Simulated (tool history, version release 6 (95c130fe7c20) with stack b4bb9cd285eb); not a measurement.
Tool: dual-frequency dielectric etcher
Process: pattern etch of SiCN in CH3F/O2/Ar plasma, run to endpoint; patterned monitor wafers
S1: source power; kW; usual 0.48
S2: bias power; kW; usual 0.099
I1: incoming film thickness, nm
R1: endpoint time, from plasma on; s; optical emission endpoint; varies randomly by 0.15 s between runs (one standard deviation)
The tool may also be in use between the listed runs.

Run 1, hour 0: usual settings but S1 0.43 kW, S2 0.109 kW; I1 9.96. Result: R1 17.5 s.
Run 2, hour 10.4: usual settings but S2 0.085 kW; I1 10.01. Result: R1 18.9 s.
Run 3, hour 17.6: usual settings but S2 0.085 kW; I1 9.9. Result: R1 19 s.
Run 4, hour 26.4: usual settings but S2 0.085 kW; I1 9.92. Result: R1 18.9 s.
Run 5, hour 38.1: usual settings but S1 0.43 kW, S2 0.08 kW; I1 9.99. Result: R1 20.2 s.
Run 6, hour 45.9: usual settings but S1 0.57 kW; I1 9.99. Result: R1 16.9 s.
Run 7, hour 57.5: usual settings but S1 0.57 kW; I1 9.97. Result: R1 16.6 s.
Run 8, hour 84.7: usual settings but S1 0.57 kW; I1 9.98. Result: R1 16.9 s.
Run 9, hour 96.2: usual settings but S2 0.119 kW; I1 9.94. Result: R1 16.3 s.
Run 10, hour 108.8: usual settings; I1 10.04. Result: R1 17.9 s.
Run 11, hour 134.6: usual settings; I1 9.93. Result: R1 17.6 s.
At hour 165.1: bias power generator calibrated.
At hour 171.6: wet clean of the chamber.
Run 12, hour 172.1: usual settings but S2 0.079 kW; I1 10.01. Result: R1 19.6 s.
Run 13, hour 172.4: usual settings but S2 0.079 kW; I1 10.08. Result: R1 19.9 s.
Run 14, hour 185.6: usual settings but S1 0.54 kW; I1 9.92. Result: R1 16.8 s.
Run 15, hour 192.7: usual settings but S1 0.54 kW; I1 10.07. Result: R1 17 s.
Run 16, hour 210.3: usual settings but S1 0.54 kW; I1 10.01. Result: R1 17.2 s.
Run 17, hour 219.1: usual settings but S2 0.121 kW; I1 10. Result: R1 16.4 s.
At hour 249.5: source power generator calibrated.
At hour 254.2: upper electrode replaced.
Run 18, hour 254.7: usual settings but S1 0.58 kW, S2 0.121 kW; I1 10.01. Result: R1 15.3 s.
Run 19, hour 255: usual settings but S1 0.38 kW, S2 0.122 kW; I1 9.99. Result: R1 17.6 s.
Run 20, hour 255.3: usual settings but S1 0.52 kW, S2 0.079 kW; I1 9.96. Result: R1 18.9 s.
Run 21, hour 259.5: usual settings but S1 0.43 kW, S2 0.11 kW; I1 10.06. Result: R1 17.9 s.
Run 22, hour 272.5: usual settings but S1 0.56 kW, S2 0.106 kW; I1 10.06. Result: R1 16.6 s.
Run 23, hour 287.6: usual settings; I1 10.1. Result: R1 17.9 s.
Run 24, hour 295.6: usual settings but S1 0.38 kW, S2 0.085 kW; I1 9.92. Result: R1 20.5 s.
Run 25, hour 312.3: usual settings but S1 0.53 kW, S2 0.083 kW; I1 10.03. Result: R1 18.9 s.
Run 26, hour 319.3: usual settings but S2 0.082 kW; I1 9.99. Result: R1 19.5 s.
Run 27, hour 329.1: usual settings but S2 0.11 kW; I1 10.04. Result: R1 16.9 s.
Run 28, hour 337.4: usual settings; I1 10.03. Result: R1 18.2 s.
Run 29, hour 344.9: usual settings but S2 0.116 kW; I1 9.98. Result: R1 16.4 s.
Run 30, hour 351: usual settings but S2 0.079 kW; I1 10.02. Result: R1 19.8 s.
Run 31, hour 368.6: usual settings but S1 0.56 kW, S2 0.075 kW; I1 9.93. Result: R1 18.7 s.
Run 32, hour 380.3: usual settings but S1 0.55 kW, S2 0.111 kW; I1 9.99. Result: R1 16.1 s.

Each row is a separate what-if for the run after 32, all from the same tool condition, not one after another. Results?
Run A, hour 380.7: usual settings but S1 0.55 kW; I1 10.06. Result: R1 ?.
Run B, hour 380.7: usual settings but S1 0.39 kW, S2 0.076 kW; I1 10.06. Result: R1 ?.
Run C, hour 380.7: usual settings but S1 0.57 kW, S2 0.107 kW; I1 10.06. Result: R1 ?.

run    R1
  A  16.8
  B  21.2
  C    16
Had the tool no hidden state, the same runs would have come out as:
run    R1
  A  16.8
  B  21.2
  C    16
